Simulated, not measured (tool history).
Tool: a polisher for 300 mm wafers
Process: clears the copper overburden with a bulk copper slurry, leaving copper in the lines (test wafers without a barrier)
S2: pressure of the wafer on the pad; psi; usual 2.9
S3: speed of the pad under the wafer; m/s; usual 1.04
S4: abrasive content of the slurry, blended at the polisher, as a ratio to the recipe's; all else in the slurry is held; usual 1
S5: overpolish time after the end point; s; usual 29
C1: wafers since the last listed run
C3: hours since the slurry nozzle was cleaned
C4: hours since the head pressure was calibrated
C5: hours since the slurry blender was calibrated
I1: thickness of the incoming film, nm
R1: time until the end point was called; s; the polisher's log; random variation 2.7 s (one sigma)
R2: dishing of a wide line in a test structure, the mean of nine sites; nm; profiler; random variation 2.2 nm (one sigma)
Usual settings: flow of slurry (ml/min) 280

Run 1, hour 0: usual settings but S5 33 s; C1 0; wafers polished on this pad 1047; C3 70.9; C4 99.5; C5 248.6; I1 1449.1. Result: R1 145.7 s, R2 132.3 nm.
Run 2, hour 70.9: usual settings but S5 35 s; C1 554; wafers polished on this pad 1602; C3 141.8; C4 170.4; C5 319.5; I1 1470.1. Result: R1 151.8 s, R2 132.8 nm.
Run 3, hour 140.5: usual settings; C1 543; wafers polished on this pad 2146; C3 211.4; C4 240; C5 389.1; I1 1451.6. Result: R1 155.1 s, R2 120.7 nm.
At hour 197.7: slurry blender recalibrated.
Run 4, hour 204.1: usual settings; C1 481; wafers polished on this pad 2627; C3 275; C4 303.6; C5 6.4; I1 1446.5. Result: R1 134.4 s, R2 126.6 nm.
Run 5, hour 272.8: usual settings; C1 536; wafers polished on this pad 3164; C3 343.7; C4 372.3; C5 75.1; I1 1481.1. Result: R1 141.8 s, R2 126.3 nm.
At hour 318.6: worn pad replaced by a new one.
Run 6, hour 336.9: usual settings; C1 469; wafers polished on this pad 143; C3 407.8; C4 436.4; C5 139.2; I1 1483. Result: R1 141.3 s, R2 126.8 nm.
Run 7, hour 405.7: usual settings; C1 537; wafers polished on this pad 680; C3 476.6; C4 505.2; C5 208; I1 1476.8. Result: R1 143.5 s, R2 124.8 nm.
Run 8, hour 461.4: usual settings; C1 435; wafers polished on this pad 1116; C3 532.3; C4 560.9; C5 263.7; I1 1455.7. Result: R1 145.5 s, R2 122.3 nm.
At hour 611: slurry blender recalibrated.
Run 9, hour 638.1: usual settings; C1 1365; wafers polished on this pad 2481; C3 709; C4 737.6; C5 27.1; I1 1458.6. Result: R1 133.7 s, R2 124.6 nm.
Run 10, hour 668.6: usual settings; C1 238; wafers polished on this pad 2719; C3 739.5; C4 768.1; C5 57.6; I1 1502.4. Result: R1 142.2 s, R2 127.4 nm.
Run 11, hour 693.8: usual settings; C1 196; wafers polished on this pad 2916; C3 764.7; C4 793.3; C5 82.8; I1 1460.6. Result: R1 142.3 s, R2 131.5 nm.
Run 12, hour 736.8: usual settings but flow of slurry (ml/min) 180, S3 1.18 m/s; C1 336; wafers polished on this pad 3252; C3 807.7; C4 836.3; C5 125.8; I1 1475.8. Result: R1 127.9 s, R2 127.4 nm.
At hour 771.6: worn pad replaced by a new one.
Run 13, hour 807.5: usual settings; C1 521; wafers polished on this pad 280; C3 878.4; C4 907; C5 196.5; I1 1489.4. Result: R1 148.2 s, R2 120.8 nm.
At hour 809.3: slurry nozzle cleaned.
At hour 858.2: head pressure recalibrated.
Run 14, hour 874.6: usual settings but flow of slurry (ml/min) 375, S3 0.9 m/s, S4 0.8; C1 500; wafers polished on this pad 781; C3 65.3; C4 16.4; C5 263.6; I1 1478.1. Result: R1 192.1 s, R2 112 nm.
Run 15, hour 917.9: usual settings but S3 1.34 m/s, S5 35 s; C1 338; wafers polished on this pad 1119; C3 108.6; C4 59.7; C5 306.9; I1 1477.1. Result: R1 122.2 s, R2 144.8 nm.
Run 16, hour 966.6: usual settings but S2 3.9 psi, S3 0.8 m/s, S4 0.85, S5 25 s; C1 380; wafers polished on this pad 1500; C3 157.3; C4 108.4; C5 355.6; I1 1487.8. Result: R1 168.1 s, R2 112.6 nm.
At hour 1013.9: slurry blender recalibrated.
Run 17, hour 1037.6: usual settings; C1 539; wafers polished on this pad 2039; C3 228.3; C4 179.4; C5 23.7; I1 1479.9. Result: R1 139.5 s, R2 131.6 nm.
Run 18, hour 1084: usual settings; C1 362; wafers polished on this pad 2402; C3 274.7; C4 225.8; C5 70.1; I1 1474.9. Result: R1 136.6 s, R2 127.3 nm.
Run 19, hour 1109.6: usual settings but flow of slurry (ml/min) 250; C1 200; wafers polished on this pad 2602; C3 300.3; C4 251.4; C5 95.7; I1 1485.8. Result: R1 144.1 s, R2 126.3 nm.
Run 20, hour 1156.2: usual settings but flow of slurry (ml/min) 215, S2 3.5 psi, S4 0.75, S5 46 s; C1 364; wafers polished on this pad 2966; C3 346.9; C4 298; C5 142.3; I1 1450.3. Result: R1 129.9 s, R2 154 nm.
At hour 1173.2: worn pad replaced by a new one.
Run 21, hour 1183.1: usual settings; C1 178; wafers polished on this pad 77; C3 373.8; C4 324.9; C5 169.2; I1 1472.4. Result: R1 137.6 s, R2 124.3 nm.
Run 22, hour 1209.8: usual settings but S3 1.34 m/s; C1 208; wafers polished on this pad 286; C3 400.5; C4 351.6; C5 195.9; I1 1479.7. Result: R1 113 s, R2 134.3 nm.
Run 23, hour 1270: usual settings but S5 43 s; C1 470; wafers polished on this pad 756; C3 460.7; C4 411.8; C5 256.1; I1 1457.1. Result: R1 144.5 s, R2 143.3 nm.
Run 24, hour 1331.4: usual settings; C1 479; wafers polished on this pad 1236; C3 522.1; C4 473.2; C5 317.5; I1 1477.2. Result: R1 149.7 s, R2 126.8 nm.
At hour 1432.9: slurry blender recalibrated.
Run 25, hour 1449.7: usual settings but flow of slurry (ml/min) 355, S2 2.5 psi; C1 908; wafers polished on this pad 2145; C3 640.4; C4 591.5; C5 16.8; I1 1473.5. Result: R1 150.2 s, R2 119.2 nm.
Run 26, hour 1517.2: usual settings but flow of slurry (ml/min) 210, S2 2.5 psi, S5 19 s; C1 527; wafers polished on this pad 2673; C3 707.9; C4 659; C5 84.3; I1 1444.9. Result: R1 159 s, R2 90.7 nm.
Run 27, hour 1588.5: usual settings but flow of slurry (ml/min) 355, S4 1.15; C1 557; wafers polished on this pad 3230; C3 779.2; C4 730.3; C5 155.6; I1 1478.5. Result: R1 136.7 s, R2 126.9 nm.
At hour 1619.1: worn pad replaced by a new one.
At hour 1651.9: slurry nozzle cleaned.
Run 28, hour 1652.4: usual settings; C1 460; wafers polished on this pad 252; C3 0.5; C4 794.2; C5 219.5; I1 1482. Result: R1 145.8 s, R2 127 nm.

Forecast each of these 4 alternatives for the next run:
Run A, hour 1652.9: usual settings but S2 3.7 psi; C1 3; wafers polished on this pad 256; C3 1; C4 794.7; C5 220; I1 1475. Result: R1 ?, R2 ?.
Run B, hour 1652.9: usual settings but S2 2 psi, S4 1.15, S5 23 s; C1 3; wafers polished on this pad 256; C3 1; C4 794.7; C5 220; I1 1475. Result: R1 ?, R2 ?.
Run C, hour 1652.9: usual settings but S2 3.3 psi, S3 1.16 m/s, S5 38 s; C1 3; wafers polished on this pad 256; C3 1; C4 794.7; C5 220; I1 1475. Result: R1 ?, R2 ?.
Run D, hour 1652.9: usual settings but flow of slurry (ml/min) 190, S2 2.2 psi, S4 0.75; C1 3; wafers polished on this pad 256; C3 1; C4 794.7; C5 220; I1 1475. Result: R1 ?, R2 ?.

run     R1     R2
  A  113.7  141.9
  B  190.1   86.4
  C  113.3  151.9
  D  204.4   96.3
Without the tool's hidden state the same runs would have given:
run     R1     R2
  A  106.4  145.7
  B  177.6   89.9
  C    106  154.6
  D  191.9   99.7
